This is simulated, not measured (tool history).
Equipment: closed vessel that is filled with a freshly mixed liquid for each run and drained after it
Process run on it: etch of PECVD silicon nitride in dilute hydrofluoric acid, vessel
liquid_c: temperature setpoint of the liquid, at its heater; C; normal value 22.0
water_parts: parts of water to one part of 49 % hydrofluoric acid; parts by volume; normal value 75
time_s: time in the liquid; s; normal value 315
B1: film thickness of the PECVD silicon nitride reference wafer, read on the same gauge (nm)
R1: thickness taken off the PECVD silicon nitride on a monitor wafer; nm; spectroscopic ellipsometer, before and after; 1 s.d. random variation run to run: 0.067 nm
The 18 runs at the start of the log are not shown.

Run 19, day 56.683: usual settings; B1 140.01. Result: R1 11.80 nm.
At day 59.846: hydrofluoric acid flow meter replaced.
At day 61.838: thermometer replaced.
Run 20, day 63.683: usual settings but water_parts 60 parts by volume, time_s 485 s; B1 140.00. Result: R1 23.51 nm.
At day 64.304: gauge calibrated.
Run 21, day 67.692: usual settings but liquid_c 20.0 C; B1 140.00. Result: R1 10.79 nm.
Run 22, day 70.967: usual settings; B1 140.00. Result: R1 12.28 nm.
Run 23, day 73.233: usual settings; B1 140.00. Result: R1 12.17 nm.
Run 24, day 77.567: usual settings but water_parts 60 parts by volume; B1 139.99. Result: R1 15.07 nm.
Run 25, day 80.350: usual settings but liquid_c 24.0 C, water_parts 45 parts by volume; B1 140.00. Result: R1 22.84 nm.
Run 26, day 84.483: usual settings; B1 139.98. Result: R1 12.15 nm.
Run 27, day 86.446: usual settings but liquid_c 23.5 C, water_parts 45 parts by volume, time_s 195 s; B1 140.01. Result: R1 13.54 nm.
Run 28, day 88.946: usual settings; B1 140.02. Result: R1 11.96 nm.
Run 29, day 90.646: usual settings but liquid_c 17.0 C, time_s 260 s; B1 139.99. Result: R1 6.96 nm.
Run 30, day 92.850: usual settings but liquid_c 25.5 C, time_s 175 s; B1 140.01. Result: R1 8.41 nm.
Run 31, day 96.500: usual settings but liquid_c 18.0 C, time_s 260 s; B1 139.99. Result: R1 7.45 nm.
Run 32, day 100.250: usual settings; B1 140.02. Result: R1 11.98 nm.
Run 33, day 103.800: usual settings but liquid_c 26.0 C, water_parts 65 parts by volume, time_s 390 s; B1 140.01. Result: R1 21.99 nm.

Below are 3 alternative next runs, each starting from the tool's condition after run 33. Predict each:
Run A, day 103.829: usual settings but liquid_c 25.5 C; B1 ?. Result: R1 ?.
Run B, day 103.829: usual settings but time_s 140 s; B1 ?. Result: R1 ?.
Run C, day 103.829: usual settings but liquid_c 18.0 C; B1 ?. Result: R1 ?.

run      B1     R1
  A  140.02  15.04
  B  140.02   5.29
  C  140.02   9.05
Without the tool's unlogged condition, the same runs would have read:
run     R1
  A  15.60
  B   5.49
  C   9.38
